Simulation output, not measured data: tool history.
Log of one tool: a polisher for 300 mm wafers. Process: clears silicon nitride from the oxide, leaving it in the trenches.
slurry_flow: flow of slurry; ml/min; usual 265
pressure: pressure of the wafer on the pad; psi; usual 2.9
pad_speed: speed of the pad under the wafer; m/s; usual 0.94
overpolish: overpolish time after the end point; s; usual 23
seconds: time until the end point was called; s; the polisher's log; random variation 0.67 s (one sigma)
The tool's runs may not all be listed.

run   hour  slurry_flow  pressure  pad_speed  overpolish  incoming thickness of the incoming film, nm  seconds
  1    0.0          290       2.9       0.94          23                                         64.9     64.6
  2    9.8          290       2.9       0.94          23                                         64.2     63.1
  3   18.4          290       2.9       0.94          23                                         65.3     65.3
  4   27.0          265       3.7       0.94          23                                         65.0     50.7
  5   39.8          265       3.7       0.94          23                                         64.8     52.9
  6   53.8          290       2.9       1.18          23                                         66.1     59.2
  7   65.0          265       2.9       0.94          23                                         64.3     68.3
  8   77.9          265       2.9       0.94          23                                         65.8     69.7
  9   93.9          265       2.9       0.94          23                                         65.2     70.3
 10  111.3          265       2.9       0.94          23                                         65.3     72.6
     116.7  -- worn pad replaced by a new one
 11  117.8          265       2.9       0.94          23                                         64.2     62.8
 12  132.9          265       2.9       0.94          23                                         65.7     63.6
 13  145.2          265       2.9       0.94          23                                         64.9     63.4
 14  158.9          265       2.9       0.94          23                                         65.9     62.7
 15  170.3          265       2.9       0.94          23                                         65.1     63.5
 16  177.4          265       2.9       0.94          23                                         64.4     62.3
 17  193.4          300       3.3       1.20          23                                         64.9     46.6
 18  208.6          325       3.4       1.10          23                                         65.4     50.0
 19  221.1          190       3.7       0.80          16                                         65.3     58.1
 20  233.8          340       2.5       1.12          31                                         65.4     66.9
     237.5  -- head pressure recalibrated
 21  242.2          180       3.2       0.94           9                                         66.2     70.1
     269.2  -- slurry nozzle cleaned
 22  277.4          175       2.9       0.66          23                                         65.6     97.9
     286.9  -- worn pad replaced by a new one
 23  287.4          220       2.5       1.08          23                                         65.5     73.6
 24  299.1          265       2.9       0.94          23                                         64.7     67.9
 25  312.7          265       2.9       0.94          23                                         65.0     69.5
 26  321.5          180       3.2       0.94           9                                         64.7     63.6
 27  336.2          310       2.9       1.14          23                                         65.2     60.6
 28  352.1          265       2.9       0.94          23                                         64.3     68.4
 29  363.6          265       2.9       0.94          23                                         65.8     70.3
 30  371.7          210       2.9       1.18          23                                         65.1     60.4
 31  381.8          340       3.4       1.04          32                                         66.0     55.8
 32  398.2          265       3.6       0.94          16                                         64.7     57.1

4 ways to go on from here, each from the tool as it stands after run 32. What would each give?
  A  398.7          265       2.3       0.94          23                                         64.6        ?
  B  398.7          175       2.9       1.04          27                                         64.6        ?
  C  398.7          180       2.9       0.74          30                                         64.6        ?
  D  398.7          325       2.9       0.68          34                                         64.6        ?

run  seconds
  A     88.0
  B     67.2
  C     83.3
  D     84.0
Without the tool's hidden state the same runs would have given:
run  seconds
  A     84.5
  B     64.5
  C     79.9
  D     80.7
